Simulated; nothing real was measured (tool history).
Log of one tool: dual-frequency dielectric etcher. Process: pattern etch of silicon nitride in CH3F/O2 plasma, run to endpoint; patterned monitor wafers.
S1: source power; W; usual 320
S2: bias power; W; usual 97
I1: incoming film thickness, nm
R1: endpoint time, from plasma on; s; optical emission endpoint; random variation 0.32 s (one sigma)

run,hour,S1,S2,I1,R1
1,0.0,320,97,61.4,67.0
2,95.8,320,97,59.8,66.7
3,116.1,320,97,59.9,66.9
# hour 142.2: wet clean of the chamber
4,142.7,320,97,60.3,64.0
5,167.9,320,97,60.1,63.6
# hour 213.6: upper electrode replaced
6,214.1,320,97,59.9,63.1
7,227.4,320,97,60.0,64.4
8,254.8,320,97,59.8,63.4
9,274.2,320,85,59.9,66.0
# hour 305.0: bias power generator calibrated
10,341.4,320,85,60.2,67.1
11,363.9,320,97,60.0,64.1
12,378.1,380,105,60.2,59.7
13,403.1,370,97,59.8,61.7
14,425.8,320,97,59.8,64.7
15,458.6,280,81,60.0,71.7
16,482.4,320,109,59.6,63.7
# hour 502.5: source power generator calibrated
17,507.8,320,97,59.3,65.4
18,528.5,320,91,59.4,66.4
19,558.9,370,81,59.7,65.3
# hour 599.9: wet clean of the chamber
20,600.4,260,97,60.6,68.9
21,621.1,320,97,60.1,63.4
22,646.7,320,97,59.8,63.1
23,666.3,290,97,59.2,65.1
24,685.7,370,105,59.6,59.1
25,702.8,350,77,59.6,65.2
26,729.3,280,87,60.0,68.6
27,756.0,260,97,60.4,70.0
28,776.9,380,97,59.6,60.1
29,792.1,370,81,59.8,64.1
30,820.0,300,105,60.5,65.5
31,851.5,320,82,59.3,67.1
32,881.6,360,82,59.5,64.7
33,905.7,390,86,59.7,62.6
34,928.3,250,89,60.4,73.1

What the log doesn't show, run by run:
source power that arrives over what is set, %: 0 in every run
bias power that arrives over what is set, %: 0 in every run
H1: etch rate over this chamber's usual, %
run,H1
1,-4.14
2,-5.27
3,-5.51
4,0.117
5,-0.181
6,-0.729
7,-0.887
8,-1.21
9,-1.44
10,-2.24
11,-2.51
12,-2.67
13,-2.97
14,-3.24
15,-3.63
16,-3.91
17,-4.21
18,-4.46
19,-4.82
20,0.0756
21,-0.17
22,-0.473
23,-0.706
24,-0.936
25,-1.14
26,-1.45
27,-1.77
28,-2.02
29,-2.2
30,-2.53
31,-2.9
32,-3.26
33,-3.54
34,-3.81

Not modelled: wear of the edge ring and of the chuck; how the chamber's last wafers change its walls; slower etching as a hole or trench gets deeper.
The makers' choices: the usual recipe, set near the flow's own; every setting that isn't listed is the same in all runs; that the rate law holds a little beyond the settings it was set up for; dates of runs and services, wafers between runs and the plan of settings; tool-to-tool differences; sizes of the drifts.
